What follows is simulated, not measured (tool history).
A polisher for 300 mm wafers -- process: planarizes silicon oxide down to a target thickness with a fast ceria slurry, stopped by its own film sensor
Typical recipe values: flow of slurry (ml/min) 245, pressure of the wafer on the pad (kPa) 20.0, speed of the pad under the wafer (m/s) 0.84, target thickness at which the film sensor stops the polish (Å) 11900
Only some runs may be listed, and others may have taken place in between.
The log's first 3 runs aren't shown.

run,hour,flow of slurry (ml/min),pressure of the wafer on the pad (kPa),speed of the pad under the wafer (m/s),target thickness at which the film sensor stops the polish (Å),wafers since the last listed run,wafers polished on this pad,hours since the slurry nozzle was cleaned,hours since the head pressure was calibrated,"incoming thickness of the incoming film, nm",time until the film sensor stopped the polish (s)
4,37.7,245,20.0,0.84,10260,211,877,70.8,1157.2,2297.6,78.0
5,54.0,245,20.0,0.84,10260,192,1070,87.1,1173.5,2295.6,75.3
6,71.8,245,20.0,0.84,10260,210,1280,104.9,1191.3,2336.1,79.9
7,80.1,245,20.0,0.84,11900,98,1378,113.2,1199.6,2304.2,66.7
8,94.0,245,20.0,0.84,11900,164,1542,127.1,1213.5,2323.4,67.3
# hour 103.1: worn pad replaced by a new one
9,109.8,245,20.0,0.84,11900,139,79,142.9,1229.3,2299.2,67.5
10,127.4,245,20.0,0.64,11900,207,286,160.5,1246.9,2333.5,86.1
11,144.6,245,20.0,0.64,11900,203,490,177.7,1264.1,2284.7,79.5
12,150.8,245,20.0,0.64,11900,73,563,183.9,1270.3,2310.5,83.4
13,168.2,245,23.4,0.84,11900,205,768,201.3,1287.7,2310.4,57.8
14,175.3,245,23.4,0.84,11900,83,852,208.4,1294.8,2309.6,57.9
15,209.7,245,25.5,1.02,9350,406,1259,242.8,1329.2,2313.6,57.9
16,224.7,280,17.9,0.74,10590,177,1436,257.8,1344.2,2298.7,93.3
17,241.3,185,20.0,0.84,14960,196,1632,274.4,1360.8,2309.5,54.0
# hour 249.7: worn pad replaced by a new one
18,256.5,245,24.8,0.70,10760,132,80,289.6,1376.0,2309.8,69.3
19,266.4,245,20.0,0.84,11900,116,197,299.5,1385.9,2299.7,67.1
20,283.9,190,20.0,0.60,14270,206,403,317.0,1403.4,2267.7,70.8
21,295.6,245,20.0,0.84,11900,138,541,328.7,1415.1,2305.6,70.1
# hour 304.5: head pressure recalibrated
22,305.0,245,23.4,0.84,11900,87,629,338.1,0.5,2280.8,58.7
23,321.3,190,22.1,0.84,14580,192,821,354.4,16.8,2322.2,52.3
# hour 330.6: slurry nozzle cleaned
24,336.3,245,20.0,0.84,14830,165,987,5.7,31.8,2289.2,48.5
25,352.6,245,20.0,0.84,10390,192,1179,22.0,48.1,2321.1,76.6
26,362.9,245,20.0,0.84,11900,121,1301,32.3,58.4,2305.4,67.8

What will run 27 give?
# hour 367.1: worn pad replaced by a new one
27,370.5,245,20.0,0.84,11900,42,40,39.9,66.0,2343.0,?

{"run 27": {"time until the film sensor stopped the polish (s)": 68.2}}
Without the tool's hidden state the same run would have given time until the film sensor stopped the polish (s) 68.0.
